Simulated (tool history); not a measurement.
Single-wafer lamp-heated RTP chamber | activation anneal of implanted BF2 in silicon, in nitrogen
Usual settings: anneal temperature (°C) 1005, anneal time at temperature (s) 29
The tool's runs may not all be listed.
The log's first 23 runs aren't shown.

run    hour  anneal temperature (°C)  anneal time at temperature (s)  wafers since the last listed run  wafers since the last pyrometer calibration  wafers since the reflector plate was cleaned  hours since the gauge calibration  read-back reference wafer on the same gauge, sheet resistance  sheet resistance of the implanted and annealed layer (ohm/square)
 24  1927.5                      993                              17                               621                                         6489                                          2202                             1373.6                                                         508.45                                                             513.50
 25  1974.4                     1019                              29                               539                                         7029                                          2742                             1420.5                                                         508.03                                                             504.87
 26  2049.9                      976                              18                               868                                         7898                                          3611                             1496.0                                                         507.85                                                             521.19
     2099.0  -- pyrometer window cleaned and pyrometer calibrated
 27  2127.5                     1005                              29                               801                                          327                                          4412                             1573.6                                                         507.52                                                             507.31
 28  2188.0                     1020                              29                               696                                         1024                                          5108                             1634.1                                                         507.73                                                             503.14
 29  2254.4                      981                              39                               764                                         1788                                          5872                             1700.5                                                         507.41                                                             511.54
 30  2303.0                     1005                              29                               559                                         2347                                          6432                             1749.1                                                         507.09                                                             507.93
 31  2403.1                     1005                              29                              1152                                         3499                                          7584                             1849.2                                                         507.02                                                             506.71
     2434.7  -- reflector plate cleaned
 32  2483.3                     1019                              45                               830                                         4330                                           559                             1929.4                                                         506.55                                                             499.49
 33  2575.0                     1025                              36                              1055                                         5386                                          1614                             2021.1                                                         505.76                                                             499.70
 34  2642.6                     1034                              13                               778                                         6164                                          2392                             2088.7                                                         505.38                                                             507.84
 35  2726.2                      986                              24                               962                                         7126                                          3354                             2172.3                                                         505.66                                                             510.26
 36  2770.1                     1019                              29                               505                                         7631                                          3859                             2216.2                                                         505.39                                                             502.42
     2803.7  -- pyrometer window cleaned and pyrometer calibrated
 37  2857.9                     1005                              29                               918                                          623                                          4778                             2304.0                                                         505.03                                                             504.53

3 ways to go on from here, each from the tool as it stands after run 37. What would each give?
  A  2858.3                     1005                              29                                 4                                          628                                          4783                             2304.4                                                              ?                                                                  ?
  B  2858.3                     1034                              29                                 4                                          628                                          4783                             2304.4                                                              ?                                                                  ?
  C  2858.3                      984                              39                                 4                                          628                                          4783                             2304.4                                                              ?                                                                  ?

run  read-back reference wafer on the same gauge, sheet resistance  sheet resistance of the implanted and annealed layer (ohm/square)
  A                                                         505.06                                                             504.54
  B                                                         505.06                                                             499.74
  C                                                         505.06                                                             507.90
Without the tool's hidden state the same runs would have given:
run  sheet resistance of the implanted and annealed layer (ohm/square)
  A                                                             510.69
  B                                                             505.83
  C                                                             514.10

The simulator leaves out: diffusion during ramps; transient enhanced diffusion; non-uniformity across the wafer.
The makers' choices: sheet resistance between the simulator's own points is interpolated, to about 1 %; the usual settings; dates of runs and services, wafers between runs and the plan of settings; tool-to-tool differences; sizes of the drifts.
